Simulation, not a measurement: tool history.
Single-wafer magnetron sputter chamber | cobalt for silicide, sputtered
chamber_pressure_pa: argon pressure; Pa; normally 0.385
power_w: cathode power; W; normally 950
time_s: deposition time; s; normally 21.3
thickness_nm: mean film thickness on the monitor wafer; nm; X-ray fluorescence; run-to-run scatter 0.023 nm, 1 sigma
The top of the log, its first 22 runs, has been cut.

| run | hour | chamber_pressure_pa | power_w | time_s | wafers since the last listed run | wafers on the sputter target | hours since the last manometer calibration | hours since the magnet pack was replaced | hours since the gauge calibration | read-back reference wafer on the same gauge, thickness_nm | thickness_nm |
|---|---|---|---|---|---|---|---|---|---|---|---|
| 23 | 1191.2 | 0.300 | 1150 | 19.4 | 397 | 1519 | 185.7 | 450.0 | 496.5 | 8.798 | 11.666 |
| 24 | 1256.1 | 0.385 | 950 | 21.3 | 987 | 2506 | 250.6 | 514.9 | 561.4 | 8.797 | 10.254 |
| 25 | 1298.8 | 0.385 | 950 | 21.3 | 649 | 3156 | 293.3 | 557.6 | 604.1 | 8.802 | 10.238 |
| 26 | 1366.0 | 0.272 | 1000 | 18.0 | 1022 | 4178 | 360.5 | 624.8 | 671.3 | 8.789 | 9.313 |
|  | 1432.0 | sputter target and shields replaced |
| 27 | 1432.5 | 0.385 | 950 | 21.3 | 889 | 7 | 427.0 | 691.3 | 737.8 | 8.800 | 10.391 |
| 28 | 1459.8 | 0.323 | 950 | 22.8 | 415 | 422 | 454.3 | 718.6 | 765.1 | 8.801 | 11.307 |
| 29 | 1509.0 | 0.332 | 950 | 21.3 | 748 | 1170 | 503.5 | 767.8 | 814.3 | 8.799 | 10.477 |
| 30 | 1537.1 | 0.385 | 1100 | 18.0 | 427 | 1598 | 531.6 | 795.9 | 842.4 | 8.797 | 10.160 |
| 31 | 1602.5 | 0.336 | 950 | 17.5 | 994 | 2593 | 597.0 | 861.3 | 907.8 | 8.801 | 8.548 |

Branching from run 31: 4 alternative next runs. What would each branch give?
| A | 1602.9 | 0.385 | 950 | 17.9 | 6 | 2599 | 597.4 | 861.7 | 908.2 | ? | ? |
| B | 1602.9 | 0.534 | 850 | 24.1 | 6 | 2599 | 597.4 | 861.7 | 908.2 | ? | ? |
| C | 1602.9 | 0.279 | 750 | 17.0 | 6 | 2599 | 597.4 | 861.7 | 908.2 | ? | ? |
| D | 1602.9 | 0.485 | 950 | 21.3 | 6 | 2599 | 597.4 | 861.7 | 908.2 | ? | ? |

| run | read-back reference wafer on the same gauge, thickness_nm | thickness_nm |
|---|---|---|
| A | 8.793 | 8.657 |
| B | 8.793 | 10.049 |
| C | 8.793 | 6.666 |
| D | 8.793 | 10.047 |
Had the tool no hidden state, the same runs would have come out as:
| run | thickness_nm |
|---|---|
| A | 8.781 |
| B | 10.187 |
| C | 6.765 |
| D | 10.188 |

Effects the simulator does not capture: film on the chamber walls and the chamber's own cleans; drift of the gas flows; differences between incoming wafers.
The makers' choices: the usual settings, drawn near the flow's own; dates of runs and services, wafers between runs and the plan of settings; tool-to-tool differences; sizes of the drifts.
